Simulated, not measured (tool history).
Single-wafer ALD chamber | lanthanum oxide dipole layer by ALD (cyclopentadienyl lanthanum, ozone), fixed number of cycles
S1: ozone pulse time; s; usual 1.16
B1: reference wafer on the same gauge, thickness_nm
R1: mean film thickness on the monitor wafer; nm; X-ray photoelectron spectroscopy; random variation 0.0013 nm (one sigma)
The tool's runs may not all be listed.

run,hour,S1,B1,R1
1,0.0,1.30,0.577,0.519
# hour 5.7: thermocouple changed; heater temperature recalibrated
2,28.0,1.27,0.577,0.513
3,69.5,0.98,0.577,0.474
4,123.9,0.98,0.577,0.474
# hour 152.5: ozone generator serviced
5,186.0,0.93,0.577,0.473
6,223.1,1.35,0.577,0.530
7,257.9,0.81,0.577,0.446
8,313.3,0.81,0.577,0.445
9,379.8,0.81,0.577,0.443
10,439.2,1.16,0.577,0.508
11,481.5,1.16,0.577,0.502
# hour 542.9: gauge calibrated
12,548.0,0.99,0.577,0.476
13,744.7,0.99,0.577,0.475
14,790.1,0.99,0.577,0.471
15,835.1,1.16,0.576,0.498
16,877.0,0.88,0.577,0.448
17,946.3,1.59,0.577,0.537
18,975.5,1.16,0.577,0.493
# hour 995.4: showerhead replaced
19,1017.4,1.28,0.577,0.512
20,1073.6,1.16,0.577,0.492
# hour 1087.9: ozone generator serviced
21,1104.1,1.16,0.577,0.513
22,1173.7,1.41,0.577,0.535
23,1210.7,1.16,0.577,0.512
# hour 1253.0: thermocouple changed; heater temperature recalibrated
24,1281.3,1.54,0.578,0.543
25,1348.8,1.16,0.577,0.509
26,1404.0,0.96,0.577,0.478
27,1452.1,0.75,0.577,0.428
28,1480.2,1.04,0.578,0.490
29,1534.5,0.78,0.577,0.435
30,1581.3,1.52,0.577,0.539
31,1653.1,1.16,0.577,0.505

Hidden state or all else? Some run-to-run changes of R1, split into what the settings, what came in and random variation would give without the hidden state, and what is left for the hidden state (with any gauge scatter that isn't in both results):
The hidden state here: wafer temperature above the value expected at the setpoint (K); ozone dose above that of a generator just serviced (%); gauge reads high (%).
Run 4 -> 5: S1 0.98 -> 0.93, ozone generator serviced. R1 -0.001 nm: hidden state +0.010, all else -0.011.
Run 6 -> 7: S1 1.35 -> 0.81. R1 -0.084 nm: hidden state -0.005, all else -0.079.
Run 16 -> 17: S1 0.88 -> 1.59. R1 +0.089 nm: hidden state +0.012, all else +0.077.
Run 20 -> 21: ozone generator serviced. R1 +0.021 nm: hidden state +0.022, all else -0.001.
Run 29 -> 30: S1 0.78 -> 1.52. R1 +0.104 nm: hidden state +0.006, all else +0.098.
